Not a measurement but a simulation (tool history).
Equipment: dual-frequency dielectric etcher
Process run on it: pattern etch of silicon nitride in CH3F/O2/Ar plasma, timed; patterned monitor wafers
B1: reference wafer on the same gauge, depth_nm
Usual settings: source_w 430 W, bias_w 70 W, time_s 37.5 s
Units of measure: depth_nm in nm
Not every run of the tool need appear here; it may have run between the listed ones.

run 1 day=0.000 | source_w=360 bias_w=63 time_s=37.5 | B1=32.30 | depth_nm=24.46
run 2 day=0.383 | source_w=390 bias_w=59 time_s=37.5 | B1=32.30 | depth_nm=24.46
run 3 day=1.042 | source_w=390 bias_w=59 time_s=37.5 | B1=32.31 | depth_nm=24.49
run 4 day=1.821 | source_w=430 bias_w=70 time_s=37.5 | B1=32.31 | depth_nm=26.87
run 5 day=2.533 | source_w=430 bias_w=70 time_s=37.5 | B1=32.31 | depth_nm=26.75
run 6 day=2.862 | source_w=430 bias_w=70 time_s=37.5 | B1=32.31 | depth_nm=26.87
-- day=3.529 gauge calibrated
-- day=4.354 source power generator calibrated
-- day=4.629 wet clean of the chamber
-- day=5.479 upper electrode replaced
run 7 day=5.500 | source_w=430 bias_w=70 time_s=37.5 | B1=32.30 | depth_nm=28.08
run 8 day=5.512 | source_w=430 bias_w=70 time_s=37.5 | B1=32.30 | depth_nm=28.20
run 9 day=5.525 | source_w=490 bias_w=70 time_s=37.5 | B1=32.30 | depth_nm=29.49
run 10 day=5.542 | source_w=430 bias_w=70 time_s=37.5 | B1=32.28 | depth_nm=28.16
run 11 day=5.621 | source_w=380 bias_w=70 time_s=27.5 | B1=32.29 | depth_nm=19.79
run 12 day=5.933 | source_w=470 bias_w=87 time_s=29.0 | B1=32.31 | depth_nm=24.36
run 13 day=6.608 | source_w=430 bias_w=70 time_s=37.5 | B1=32.32 | depth_nm=27.96
run 14 day=7.012 | source_w=470 bias_w=61 time_s=41.0 | B1=32.29 | depth_nm=30.16
-- day=7.779 bias power generator calibrated
run 15 day=9.058 | source_w=330 bias_w=88 time_s=33.0 | B1=32.32 | depth_nm=24.39
run 16 day=9.642 | source_w=340 bias_w=70 time_s=37.5 | B1=32.30 | depth_nm=25.70
run 17 day=10.225 | source_w=480 bias_w=82 time_s=46.5 | B1=32.28 | depth_nm=37.99
run 18 day=10.825 | source_w=430 bias_w=70 time_s=32.5 | B1=32.32 | depth_nm=24.05

Below are 5 alternative next runs, each starting from the tool's condition after run 18. Predict each:
run A day=10.842 | source_w=430 bias_w=70 time_s=45.0 | B1=? | depth_nm=?
run B day=10.842 | source_w=430 bias_w=86 time_s=37.5 | B1=? | depth_nm=?
run C day=10.842 | source_w=360 bias_w=83 time_s=37.5 | B1=? | depth_nm=?
run D day=10.842 | source_w=370 bias_w=52 time_s=41.0 | B1=? | depth_nm=?
run E day=10.842 | source_w=430 bias_w=70 time_s=47.0 | B1=? | depth_nm=?

run=A B1=32.29 depth_nm=33.21
run=B B1=32.29 depth_nm=29.79
run=C B1=32.29 depth_nm=27.64
run=D B1=32.29 depth_nm=25.92
run=E B1=32.29 depth_nm=34.69
Take away the tool's hidden state, keep each run's random variation, and the runs would have read:
run=A depth_nm=33.73
run=B depth_nm=30.25
run=C depth_nm=28.08
run=D depth_nm=26.33
run=E depth_nm=35.23
